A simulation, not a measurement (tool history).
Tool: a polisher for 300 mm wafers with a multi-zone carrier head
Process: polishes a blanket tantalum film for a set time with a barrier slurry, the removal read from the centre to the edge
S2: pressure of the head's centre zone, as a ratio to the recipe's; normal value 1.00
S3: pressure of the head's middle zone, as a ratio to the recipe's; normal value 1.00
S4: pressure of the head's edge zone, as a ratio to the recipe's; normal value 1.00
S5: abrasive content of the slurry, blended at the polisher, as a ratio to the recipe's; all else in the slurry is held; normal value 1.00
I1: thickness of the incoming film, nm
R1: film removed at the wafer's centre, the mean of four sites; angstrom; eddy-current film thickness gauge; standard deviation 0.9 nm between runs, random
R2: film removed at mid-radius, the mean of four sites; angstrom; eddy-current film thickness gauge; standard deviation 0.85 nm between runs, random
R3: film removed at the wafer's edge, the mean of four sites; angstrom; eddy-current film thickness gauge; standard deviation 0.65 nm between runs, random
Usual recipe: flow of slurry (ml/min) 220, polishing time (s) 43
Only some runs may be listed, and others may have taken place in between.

{"run": 1, "hour": 0.0, "flow of slurry (ml/min)": 260, "S2": 1.0, "S3": 0.94, "S4": 1.0, "S5": 1.0, "polishing time (s)": 43, "I1": 448.3, "R1": 736, "R2": 723, "R3": 738}
{"run": 2, "hour": 40.7, "flow of slurry (ml/min)": 220, "S2": 1.0, "S3": 1.0, "S4": 1.0, "S5": 1.0, "polishing time (s)": 43, "I1": 450.4, "R1": 707, "R2": 740, "R3": 721}
{"hour": 47.6, "done": "carrier head's membrane replaced by a new one"}
{"hour": 54.5, "done": "worn pad replaced by a new one"}
{"run": 3, "hour": 62.7, "flow of slurry (ml/min)": 220, "S2": 1.0, "S3": 0.95, "S4": 1.0, "S5": 1.0, "polishing time (s)": 43, "I1": 454.7, "R1": 714, "R2": 699, "R3": 714}
{"run": 4, "hour": 91.7, "flow of slurry (ml/min)": 220, "S2": 1.0, "S3": 1.0, "S4": 1.0, "S5": 1.0, "polishing time (s)": 43, "I1": 453.0, "R1": 689, "R2": 724, "R3": 710}
{"run": 5, "hour": 157.3, "flow of slurry (ml/min)": 220, "S2": 1.0, "S3": 0.91, "S4": 1.0, "S5": 1.0, "polishing time (s)": 43, "I1": 450.9, "R1": 696, "R2": 657, "R3": 710}
{"run": 6, "hour": 182.1, "flow of slurry (ml/min)": 220, "S2": 1.0, "S3": 1.0, "S4": 1.0, "S5": 1.0, "polishing time (s)": 43, "I1": 449.9, "R1": 693, "R2": 718, "R3": 701}
{"run": 7, "hour": 201.6, "flow of slurry (ml/min)": 220, "S2": 1.0, "S3": 1.11, "S4": 0.9, "S5": 1.0, "polishing time (s)": 35, "I1": 443.0, "R1": 567, "R2": 624, "R3": 542}
{"hour": 216.7, "done": "edge zone pressure recalibrated"}
{"run": 8, "hour": 221.5, "flow of slurry (ml/min)": 220, "S2": 1.0, "S3": 1.08, "S4": 1.0, "S5": 1.0, "polishing time (s)": 43, "I1": 451.2, "R1": 690, "R2": 746, "R3": 704}
{"run": 9, "hour": 253.3, "flow of slurry (ml/min)": 220, "S2": 1.0, "S3": 1.0, "S4": 1.06, "S5": 1.0, "polishing time (s)": 31, "I1": 453.6, "R1": 503, "R2": 507, "R3": 522}
{"hour": 296.6, "done": "worn pad replaced by a new one"}
{"run": 10, "hour": 349.6, "flow of slurry (ml/min)": 220, "S2": 1.0, "S3": 1.0, "S4": 1.0, "S5": 1.0, "polishing time (s)": 57, "I1": 444.3, "R1": 899, "R2": 945, "R3": 931}
{"run": 11, "hour": 371.3, "flow of slurry (ml/min)": 220, "S2": 0.93, "S3": 1.0, "S4": 1.0, "S5": 1.1, "polishing time (s)": 43, "I1": 445.0, "R1": 664, "R2": 713, "R3": 706}
{"hour": 377.7, "done": "slurry nozzle cleaned"}
{"run": 12, "hour": 397.4, "flow of slurry (ml/min)": 220, "S2": 1.0, "S3": 1.04, "S4": 1.08, "S5": 1.1, "polishing time (s)": 43, "I1": 446.2, "R1": 743, "R2": 804, "R3": 780}
{"run": 13, "hour": 419.5, "flow of slurry (ml/min)": 220, "S2": 1.0, "S3": 1.08, "S4": 0.88, "S5": 1.0, "polishing time (s)": 43, "I1": 452.6, "R1": 712, "R2": 804, "R3": 688}
{"run": 14, "hour": 441.5, "flow of slurry (ml/min)": 190, "S2": 1.0, "S3": 1.0, "S4": 0.92, "S5": 1.0, "polishing time (s)": 39, "I1": 450.7, "R1": 632, "R2": 659, "R3": 622}
{"run": 15, "hour": 460.9, "flow of slurry (ml/min)": 220, "S2": 0.93, "S3": 1.06, "S4": 1.0, "S5": 1.0, "polishing time (s)": 37, "I1": 450.5, "R1": 581, "R2": 673, "R3": 622}
{"run": 16, "hour": 482.6, "flow of slurry (ml/min)": 250, "S2": 0.96, "S3": 1.0, "S4": 1.05, "S5": 0.85, "polishing time (s)": 43, "I1": 451.6, "R1": 681, "R2": 731, "R3": 720}
{"run": 17, "hour": 513.4, "flow of slurry (ml/min)": 220, "S2": 1.0, "S3": 1.06, "S4": 1.0, "S5": 0.9, "polishing time (s)": 43, "I1": 452.4, "R1": 695, "R2": 745, "R3": 699}

Expected results for the next run?
{"run": 18, "hour": 532.4, "flow of slurry (ml/min)": 220, "S2": 1.0, "S3": 0.88, "S4": 1.0, "S5": 1.0, "polishing time (s)": 43, "I1": 447.9, "R1": "?", "R2": "?", "R3": "?"}

Run 18 gave R1 708 angstrom, R2 662 angstrom, R3 720 angstrom.
Had the tool carried no hidden state, the very same run would have given R1 740 angstrom, R2 689 angstrom, R3 742 angstrom.
